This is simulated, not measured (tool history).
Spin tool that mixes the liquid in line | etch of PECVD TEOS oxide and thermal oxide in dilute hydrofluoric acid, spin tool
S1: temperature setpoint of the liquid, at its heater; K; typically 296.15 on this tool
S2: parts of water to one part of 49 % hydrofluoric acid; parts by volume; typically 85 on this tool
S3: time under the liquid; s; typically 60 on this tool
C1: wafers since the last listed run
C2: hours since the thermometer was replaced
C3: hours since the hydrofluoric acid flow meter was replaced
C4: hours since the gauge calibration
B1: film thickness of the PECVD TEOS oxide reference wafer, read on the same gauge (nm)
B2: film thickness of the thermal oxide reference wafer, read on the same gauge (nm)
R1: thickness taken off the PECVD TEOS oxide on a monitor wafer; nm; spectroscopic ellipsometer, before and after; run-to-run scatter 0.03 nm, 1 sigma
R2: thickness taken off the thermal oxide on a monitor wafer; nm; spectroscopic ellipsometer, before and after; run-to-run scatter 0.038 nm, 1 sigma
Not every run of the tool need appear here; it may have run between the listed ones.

| run | hour | S1 | S2 | S3 | C1 | C2 | C3 | C4 | B1 | B2 | R1 | R2 |
|---|---|---|---|---|---|---|---|---|---|---|---|---|
| 1 | 0 | 296.15 | 85 | 60 | 0 | 205.5 | 2110.6 | 272.2 | 70 | 89.987 | 7.32 | 3.186 |
| 2 | 12.3 | 296.15 | 85 | 60 | 90 | 217.8 | 2122.9 | 284.5 | 69.99 | 89.997 | 7.27 | 3.196 |
| 3 | 34.1 | 296.15 | 85 | 60 | 159 | 239.6 | 2144.7 | 306.3 | 69.99 | 89.998 | 7.32 | 3.146 |
| 4 | 52 | 296.15 | 85 | 60 | 131 | 257.5 | 2162.6 | 324.2 | 70.01 | 89.965 | 7.27 | 3.099 |
| 5 | 78.1 | 296.15 | 85 | 60 | 191 | 283.6 | 2188.7 | 350.3 | 69.98 | 89.981 | 7.29 | 3.196 |
| 6 | 100.1 | 296.15 | 85 | 60 | 161 | 305.6 | 2210.7 | 372.3 | 69.98 | 89.993 | 7.27 | 3.06 |
| 7 | 134.8 | 296.15 | 85 | 60 | 254 | 340.3 | 2245.4 | 407 | 69.99 | 90.005 | 7.29 | 3.14 |
| 8 | 154.3 | 296.15 | 85 | 60 | 142 | 359.8 | 2264.9 | 426.5 | 69.99 | 90.022 | 7.28 | 3.052 |
| 9 | 173.7 | 296.15 | 85 | 60 | 142 | 379.2 | 2284.3 | 445.9 | 69.98 | 90.007 | 7.23 | 3.045 |
| 10 | 207.7 | 296.15 | 85 | 60 | 248 | 413.2 | 2318.3 | 479.9 | 70.01 | 89.976 | 7.26 | 3.137 |
| 11 | 232.2 | 296.15 | 85 | 60 | 179 | 437.7 | 2342.8 | 504.4 | 69.98 | 89.989 | 7.2 | 3.075 |
| 12 | 265 | 293.65 | 85 | 50 | 240 | 470.5 | 2375.6 | 537.2 | 70 | 90.008 | 5.4 | 2.321 |
| 13 | 282 | 296.15 | 85 | 60 | 124 | 487.5 | 2392.6 | 554.2 | 69.96 | 90.024 | 7.23 | 3.079 |
| 14 | 341.4 | 296.15 | 85 | 60 | 434 | 546.9 | 2452 | 613.6 | 69.99 | 89.992 | 7.19 | 3.098 |
| 15 | 362.1 | 301.15 | 85 | 35 | 151 | 567.6 | 2472.7 | 634.3 | 70 | 89.983 | 5.09 | 2.22 |
|  | 384.5 | gauge calibrated |
| 16 | 389.4 | 296.15 | 85 | 60 | 199 | 594.9 | 2500 | 4.9 | 70.03 | 89.995 | 7.18 | 3.063 |
| 17 | 407.7 | 298.15 | 115 | 70 | 133 | 613.2 | 2518.3 | 23.2 | 70.01 | 90.006 | 6.44 | 2.701 |
| 18 | 425.4 | 296.15 | 85 | 45 | 129 | 630.9 | 2536 | 40.9 | 70.03 | 90.025 | 5.38 | 2.313 |
| 19 | 458.9 | 296.15 | 50 | 25 | 245 | 664.4 | 2569.5 | 74.4 | 70.02 | 89.998 | 5.32 | 2.266 |
| 20 | 473.8 | 294.15 | 120 | 70 | 109 | 679.3 | 2584.4 | 89.3 | 70.02 | 90.007 | 5.2 | 2.212 |
| 21 | 488.8 | 301.15 | 60 | 75 | 109 | 694.3 | 2599.4 | 104.3 | 69.99 | 89.971 | 15.95 | 6.819 |
|  | 493 | hydrofluoric acid flow meter replaced |
|  | 508.6 | thermometer replaced |
| 22 | 517.8 | 296.15 | 85 | 60 | 197 | 9.2 | 24.8 | 133.3 | 70.01 | 89.991 | 8.09 | 3.459 |
| 23 | 548.1 | 292.65 | 85 | 90 | 221 | 39.5 | 55.1 | 163.6 | 69.99 | 89.993 | 10.44 | 4.339 |
| 24 | 578.4 | 296.15 | 115 | 60 | 221 | 69.8 | 85.4 | 193.9 | 70.02 | 90.015 | 5.69 | 2.417 |
| 25 | 613.8 | 296.15 | 100 | 30 | 259 | 105.2 | 120.8 | 229.3 | 69.99 | 89.982 | 3.34 | 1.431 |
| 26 | 647.6 | 296.15 | 85 | 60 | 247 | 139 | 154.6 | 263.1 | 69.98 | 89.974 | 7.94 | 3.423 |
| 27 | 664.3 | 296.15 | 85 | 60 | 122 | 155.7 | 171.3 | 279.8 | 70.01 | 90.002 | 7.95 | 3.455 |

What if the next run were any one of these 3? Each begins from the tool's condition after run 27:
| A | 664.7 | 296.15 | 85 | 60 | 2 | 156.1 | 171.7 | 280.2 | ? | ? | ? | ? |
| B | 664.7 | 300.15 | 120 | 70 | 2 | 156.1 | 171.7 | 280.2 | ? | ? | ? | ? |
| C | 664.7 | 296.15 | 55 | 60 | 2 | 156.1 | 171.7 | 280.2 | ? | ? | ? | ? |

| run | B1 | B2 | R1 | R2 |
|---|---|---|---|---|
| A | 70.03 | 90.034 | 8 | 3.43 |
| B | 70.03 | 90.034 | 7.4 | 3.171 |
| C | 70.03 | 90.034 | 12.84 | 5.508 |
With the hidden condition removed and each run's random variation left untouched, the same runs would have given:
| run | R1 | R2 |
|---|---|---|
| A | 8.13 | 3.484 |
| B | 7.52 | 3.223 |
| C | 13.04 | 5.592 |

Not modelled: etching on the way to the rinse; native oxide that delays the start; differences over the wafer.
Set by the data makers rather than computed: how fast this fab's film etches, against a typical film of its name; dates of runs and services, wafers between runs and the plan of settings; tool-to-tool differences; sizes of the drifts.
